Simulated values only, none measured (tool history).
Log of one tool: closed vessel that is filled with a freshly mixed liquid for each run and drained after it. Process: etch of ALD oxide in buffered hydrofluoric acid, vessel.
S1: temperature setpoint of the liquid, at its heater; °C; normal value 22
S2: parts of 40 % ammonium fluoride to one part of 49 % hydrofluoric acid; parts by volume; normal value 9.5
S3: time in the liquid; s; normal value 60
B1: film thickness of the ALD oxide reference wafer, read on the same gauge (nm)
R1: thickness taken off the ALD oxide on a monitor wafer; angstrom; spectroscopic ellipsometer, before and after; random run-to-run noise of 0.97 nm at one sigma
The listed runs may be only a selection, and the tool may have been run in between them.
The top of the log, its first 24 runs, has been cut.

run,hour,S1,S2,S3,B1,R1
25,1705.3,22,9.5,60,60.01,1027.6
26,1773.2,17.5,7.5,60,60.01,1041
27,1835.9,22,12,60,59.99,841.7
28,1884.2,22,9.5,60,60.01,1045.1
29,1972.4,20.5,9.5,60,60.01,931.8
30,2008.9,22,9.5,80,59.99,1380.5
31,2065.9,22,9.5,60,60,1035
32,2143.2,22,11.5,60,59.99,877.9
33,2241.2,22,9.5,60,60,1018.6
# hour 2292.3: thermometer replaced
34,2315.5,22,11.5,80,59.99,1248.6
35,2419.2,22,9.5,60,60.02,1099

Branching from run 35: 3 alternative next runs. What would each branch give?
A,2419.9,22,9.5,60,?,?
B,2419.9,17.5,11.5,30,?,?
C,2419.9,17.5,9.5,60,?,?

run,B1,R1
A,59.99,1096.1
B,59.99,364
C,59.99,851.3
What these runs would have given with no unlogged condition in the tool:
run,R1
A,1008.8
B,331.1
C,783.8
